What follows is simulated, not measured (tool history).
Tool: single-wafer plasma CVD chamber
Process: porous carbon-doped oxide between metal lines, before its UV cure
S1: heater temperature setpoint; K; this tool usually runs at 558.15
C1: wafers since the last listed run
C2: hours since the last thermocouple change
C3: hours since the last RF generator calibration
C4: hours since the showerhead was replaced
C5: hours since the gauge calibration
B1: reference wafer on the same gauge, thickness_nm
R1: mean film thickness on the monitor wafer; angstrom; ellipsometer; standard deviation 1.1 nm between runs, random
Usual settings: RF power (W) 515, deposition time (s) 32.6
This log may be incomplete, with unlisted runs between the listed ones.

Run 1, hour 0.0: usual settings but RF power (W) 435; C1 0; C2 430.5; C3 1271.8; C4 7814.8; C5 128.0; B1 174.068. Result: R1 1695.30 angstrom.
Run 2, hour 24.6: usual settings but deposition time (s) 27.8; C1 603; C2 455.1; C3 1296.4; C4 7839.4; C5 152.6; B1 173.789. Result: R1 1674.31 angstrom.
Run 3, hour 36.6: usual settings but deposition time (s) 27.8; C1 294; C2 467.1; C3 1308.4; C4 7851.4; C5 164.6; B1 174.104. Result: R1 1671.44 angstrom.
Run 4, hour 64.0: usual settings but S1 547.15 K, RF power (W) 450; C1 672; C2 494.5; C3 1335.8; C4 7878.8; C5 192.0; B1 174.214. Result: R1 1889.49 angstrom.
Run 5, hour 84.5: usual settings but S1 547.15 K, RF power (W) 450; C1 503; C2 515.0; C3 1356.3; C4 7899.3; C5 212.5; B1 174.190. Result: R1 1877.09 angstrom.
Run 6, hour 102.1: usual settings; C1 431; C2 532.6; C3 1373.9; C4 7916.9; C5 230.1; B1 173.961. Result: R1 1929.48 angstrom.
At hour 123.0: RF generator calibrated.
Run 7, hour 128.3: usual settings; C1 446; C2 558.8; C3 5.3; C4 7943.1; C5 256.3; B1 174.293. Result: R1 1931.26 angstrom.
Run 8, hour 196.2: usual settings; C1 1666; C2 626.7; C3 73.2; C4 8011.0; C5 324.2; B1 173.756. Result: R1 1929.50 angstrom.
Run 9, hour 229.7: usual settings but deposition time (s) 27.5; C1 822; C2 660.2; C3 106.7; C4 8044.5; C5 357.7; B1 174.010. Result: R1 1632.98 angstrom.
Run 10, hour 250.9: usual settings but deposition time (s) 27.5; C1 520; C2 681.4; C3 127.9; C4 8065.7; C5 378.9; B1 174.489. Result: R1 1638.96 angstrom.
Run 11, hour 276.7: usual settings; C1 633; C2 707.2; C3 153.7; C4 8091.5; C5 404.7; B1 173.495. Result: R1 1902.57 angstrom.
Run 12, hour 301.2: usual settings; C1 601; C2 731.7; C3 178.2; C4 8116.0; C5 429.2; B1 173.939. Result: R1 1929.59 angstrom.
Run 13, hour 326.3: usual settings but S1 568.15 K, RF power (W) 460; C1 616; C2 756.8; C3 203.3; C4 8141.1; C5 454.3; B1 174.093. Result: R1 1667.18 angstrom.
Run 14, hour 349.9: usual settings but deposition time (s) 35.9; C1 579; C2 780.4; C3 226.9; C4 8164.7; C5 477.9; B1 174.232. Result: R1 2098.09 angstrom.
Run 15, hour 378.2: usual settings but RF power (W) 465, deposition time (s) 29.8; C1 694; C2 808.7; C3 255.2; C4 8193.0; C5 506.2; B1 173.876. Result: R1 1639.22 angstrom.
At hour 392.2: thermocouple changed; heater temperature recalibrated.
Run 16, hour 462.0: usual settings; C1 1860; C2 69.8; C3 339.0; C4 8276.8; C5 590.0; B1 173.858. Result: R1 1992.54 angstrom.
Run 17, hour 478.0: usual settings but S1 548.15 K, RF power (W) 595, deposition time (s) 36.9; C1 392; C2 85.8; C3 355.0; C4 8292.8; C5 606.0; B1 174.066. Result: R1 2629.24 angstrom.
Run 18, hour 491.4: usual settings but S1 553.15 K, RF power (W) 415; C1 328; C2 99.2; C3 368.4; C4 8306.2; C5 619.4; B1 173.740. Result: R1 1734.55 angstrom.
Run 19, hour 521.7: usual settings; C1 743; C2 129.5; C3 398.7; C4 8336.5; C5 649.7; B1 174.175. Result: R1 1956.46 angstrom.
At hour 531.7: gauge calibrated.
Run 20, hour 536.8: usual settings; C1 370; C2 144.6; C3 413.8; C4 8351.6; C5 5.1; B1 174.274. Result: R1 1969.41 angstrom.
Run 21, hour 559.3: usual settings but deposition time (s) 36.9; C1 552; C2 167.1; C3 436.3; C4 8374.1; C5 27.6; B1 174.356. Result: R1 2230.40 angstrom.
At hour 574.0: showerhead replaced.
Run 22, hour 587.0: usual settings but S1 553.15 K; C1 483; C2 194.8; C3 464.0; C4 13.0; C5 55.3; B1 174.454. Result: R1 2033.82 angstrom.
Run 23, hour 605.2: usual settings but S1 564.15 K, RF power (W) 545, deposition time (s) 38.9; C1 446; C2 213.0; C3 482.2; C4 31.2; C5 73.5; B1 174.231. Result: R1 2324.99 angstrom.
Run 24, hour 627.0: usual settings but RF power (W) 555; C1 535; C2 234.8; C3 504.0; C4 53.0; C5 95.3; B1 173.968. Result: R1 2068.92 angstrom.
Run 25, hour 646.4: usual settings but deposition time (s) 36.9; C1 476; C2 254.2; C3 523.4; C4 72.4; C5 114.7; B1 173.599. Result: R1 2197.50 angstrom.
Run 26, hour 663.9: usual settings but S1 544.15 K, RF power (W) 450, deposition time (s) 36.1; C1 429; C2 271.7; C3 540.9; C4 89.9; C5 132.2; B1 174.709. Result: R1 2166.23 angstrom.

Run 27 comes next. What will it give?
Run 27, hour 685.4: usual settings but S1 568.15 K, deposition time (s) 38.9; C1 527; C2 293.2; C3 562.4; C4 111.4; C5 153.7; B1 ?. Result: R1 ?.

{"run 27": {"B1": 173.77, "R1": 2197.64}}
With the hidden condition absent and the run-to-run variation left alone, this run would have shown R1 2237.45 angstrom.

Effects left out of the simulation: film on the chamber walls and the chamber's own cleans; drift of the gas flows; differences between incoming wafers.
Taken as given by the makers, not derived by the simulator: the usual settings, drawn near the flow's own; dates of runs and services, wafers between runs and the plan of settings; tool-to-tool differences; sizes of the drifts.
